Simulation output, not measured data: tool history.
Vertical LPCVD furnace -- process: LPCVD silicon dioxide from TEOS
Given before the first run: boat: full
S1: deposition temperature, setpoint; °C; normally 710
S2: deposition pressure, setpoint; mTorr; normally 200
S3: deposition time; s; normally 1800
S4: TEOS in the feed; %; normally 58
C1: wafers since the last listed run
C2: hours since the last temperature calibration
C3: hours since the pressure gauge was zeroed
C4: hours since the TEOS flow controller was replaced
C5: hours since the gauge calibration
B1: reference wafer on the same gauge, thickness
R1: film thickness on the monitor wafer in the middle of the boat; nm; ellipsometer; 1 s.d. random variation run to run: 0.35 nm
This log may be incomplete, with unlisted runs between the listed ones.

run,hour,S1,S2,S3,S4,C1,C2,C3,C4,C5,B1,R1
1,0.0,710,200,1800,51,0,3180.3,2839.8,4128.7,86.0,167.08,183.35
2,7.8,710,200,1800,58,93,3188.1,2847.6,4136.5,93.8,167.13,195.49
3,17.8,710,200,1800,58,119,3198.1,2857.6,4146.5,103.8,167.03,196.51
4,28.6,710,200,1800,58,128,3208.9,2868.4,4157.3,114.6,167.10,196.43
5,46.7,710,200,1800,64,215,3227.0,2886.5,4175.4,132.7,166.77,206.06
6,56.2,710,200,1800,58,113,3236.5,2896.0,4184.9,142.2,167.01,197.13
7,66.0,719,200,1800,58,116,3246.3,2905.8,4194.7,152.0,166.98,240.07
8,83.0,719,200,1800,58,202,3263.3,2922.8,4211.7,169.0,166.90,240.82
9,131.8,710,200,1800,58,581,3312.1,2971.6,4260.5,217.8,167.03,197.46
# hour 146.6: gauge calibrated
10,148.5,710,200,1800,58,199,3328.8,2988.3,4277.2,1.9,166.96,197.50
# hour 177.0: thermocouples replaced and temperature profile calibrated
11,177.5,710,200,1800,58,59,0.5,3017.3,4306.2,30.9,167.07,182.77
12,183.9,710,200,1800,58,76,6.9,3023.7,4312.6,37.3,167.21,183.39
# hour 212.4: pressure gauge zeroed
13,212.9,710,200,1800,58,59,35.9,0.5,4341.6,66.3,167.00,183.00
14,218.0,710,200,1200,58,60,41.0,5.6,4346.7,71.4,167.06,122.03
15,227.9,703,200,1800,66,118,50.9,15.5,4356.6,81.3,167.02,166.19
# hour 265.2: TEOS flow controller replaced
16,265.7,710,200,1800,58,164,88.7,53.3,0.5,119.1,167.09,182.61
17,270.8,707,200,2130,62,60,93.8,58.4,5.6,124.2,167.15,209.07
18,283.4,718,230,2250,54,150,106.4,71.0,18.2,136.8,166.97,283.78
19,301.6,706,200,1800,58,217,124.6,89.2,36.4,155.0,166.96,167.51
20,346.5,705,165,1500,68,535,169.5,134.1,81.3,199.9,167.05,133.77
21,365.2,710,200,1800,69,222,188.2,152.8,100.0,218.6,166.90,200.13
22,382.8,720,200,1800,58,209,205.8,170.4,117.6,236.2,167.01,228.88
# hour 395.8: gauge calibrated
23,398.1,710,200,1800,58,182,221.1,185.7,132.9,2.3,166.93,183.17

Forecast each of these 3 alternatives for the next run:
A,403.3,707,200,1800,58,62,226.3,190.9,138.1,7.5,?,?
B,403.3,710,200,1800,66,62,226.3,190.9,138.1,7.5,?,?
C,403.3,716,235,1800,69,62,226.3,190.9,138.1,7.5,?,?

run,B1,R1
A,167.23,171.17
B,167.23,195.55
C,167.23,248.27
Without the tool's unlogged condition, the same runs would have read:
run,R1
A,170.74
B,195.06
C,247.65

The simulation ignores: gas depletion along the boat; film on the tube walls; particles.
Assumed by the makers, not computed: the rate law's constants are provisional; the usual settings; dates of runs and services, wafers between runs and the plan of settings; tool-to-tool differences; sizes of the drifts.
